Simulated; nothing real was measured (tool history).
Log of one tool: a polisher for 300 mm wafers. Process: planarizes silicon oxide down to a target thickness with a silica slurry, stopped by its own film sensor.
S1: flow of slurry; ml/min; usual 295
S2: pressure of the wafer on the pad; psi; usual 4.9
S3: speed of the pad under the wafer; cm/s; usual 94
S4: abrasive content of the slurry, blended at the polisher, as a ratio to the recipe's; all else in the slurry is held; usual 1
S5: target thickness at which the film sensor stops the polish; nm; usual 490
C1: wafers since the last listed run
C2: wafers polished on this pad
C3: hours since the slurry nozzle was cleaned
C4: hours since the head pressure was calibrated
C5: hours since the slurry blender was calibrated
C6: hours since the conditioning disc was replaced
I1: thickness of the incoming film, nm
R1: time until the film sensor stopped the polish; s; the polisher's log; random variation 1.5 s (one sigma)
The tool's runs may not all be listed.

run    hour   S1   S2   S3    S4   S5    C1    C2     C3      C4     C5     C6     I1     R1
  1       0  295  4.9   84     1  490     0   548  181.1   362.7  303.5    4.8  867.2  112.4
  2    66.1  295  4.9   84     1  490   364   913  247.2   428.8  369.6   70.9  864.6  110.8
      105.2  -- slurry blender recalibrated
  3   152.5  295  4.9   84     1  490   465  1378  333.6   515.2   47.3  157.3  869.3  114.5
      238.3  -- slurry nozzle cleaned
      247.4  -- worn pad replaced by a new one
      312.8  -- conditioning disc replaced and pad reconditioned
  4   403.5  295  4.9   94     1  490  1345   849  165.2   766.2  298.3   90.7  888.2    109
  5   453.7  295  4.9   94     1  490   276  1126  215.4   816.4  348.5  140.9  860.8  102.2
      502.9  -- slurry blender recalibrated
  6   517.9  295  4.9   94     1  490   343  1469  279.6   880.6     15  205.1  883.9  107.1
  7     556  295  4.9   94  0.85  541   210  1680  317.7   918.7   53.1  243.2  868.9   98.4
      584.8  -- worn pad replaced by a new one
  8   657.7  295  4.9   94  0.85  541   538   402  419.4  1020.4  154.8  344.9  863.3   98.3
        677  -- conditioning disc replaced and pad reconditioned
      694.6  -- slurry nozzle cleaned
      706.6  -- head pressure recalibrated
  9   720.1  295  4.9   94  0.85  541   316   718   25.5    13.5  217.2   43.1  884.8  103.8
 10   802.9  295  4.9   94  0.85  387   456  1175  108.3    96.3    300  125.9  883.8  149.8
 11   850.6  295  4.9   94  0.85  387   263  1438    156     144  347.7  173.6    877  151.8
      900.6  -- slurry blender recalibrated
      901.3  -- worn pad replaced by a new one
 12   940.2  355  4.9   78     1  578   479   214  245.6   233.6   39.6  263.2  889.5   96.6
      974.5  -- conditioning disc replaced and pad reconditioned
 13   980.4  235  4.9   82   1.1  534   210   425  285.8   273.8   79.8    5.9  875.6  101.8
 14  1035.7  295  4.9   94   1.2  490   305   730  341.1   329.1  135.1   61.2  883.2   97.8
 15  1116.5  265  6.6   94  0.75  578   445  1175  421.9   409.9  215.9    142  888.3   76.5
 16  1154.9  295  4.2  118   1.2  573   211  1387  460.3   448.3  254.3  180.4  874.8   71.6
     1170.3  -- slurry nozzle cleaned
     1222.8  -- worn pad replaced by a new one
 17  1235.6  295  4.9   94  0.85  445   417    70   65.3     529    335  261.1  873.9  129.6
 18  1287.6  240  4.9   94     1  490   286   357  117.3     581    387  313.1  869.8  106.8
     1309.4  -- conditioning disc replaced and pad reconditioned
     1311.2  -- slurry blender recalibrated
 19  1354.3  295  4.9   94     1  490   347   704    184   647.7   43.1   44.9  889.6    109
 20  1416.3  295  4.2  108   0.8  625   341  1046    246   709.7  105.1  106.9  887.2   83.7
 21  1466.3  385  4.9   94  0.85  490   275  1322    296   759.7  155.1  156.9  895.3  117.9
     1509.4  -- worn pad replaced by a new one
 22  1525.6  295  4.9   94     1  490   305    89  355.3     819  214.4  216.2  880.4  108.3
       1595  -- conditioning disc replaced and pad reconditioned
     1596.9  -- slurry nozzle cleaned
 23    1604  295  4.9   94  1.25  490   415   505    7.1   897.4  292.8      9  881.6   94.9

4 ways to go on from here, each from the tool as it stands after run 23. What would each give?
  A  1604.5  295  6.3  94     1  490   2  508  7.6  897.9  293.3  9.5  876.9   ?
  B  1604.5  295  4.9  94  0.75  576   2  508  7.6  897.9  293.3  9.5  876.9   ?
  C  1604.5  360  4.9  94     1  490   2  508  7.6  897.9  293.3  9.5  876.9   ?
  D  1604.5  295  5.4  94   1.3  490   2  508  7.6  897.9  293.3  9.5  876.9   ?

run     R1
  A   84.2
  B   97.1
  C  104.1
  D   85.9
Without the tool's hidden state the same runs would have given:
run     R1
  A   84.2
  B   97.1
  C  104.1
  D   85.9
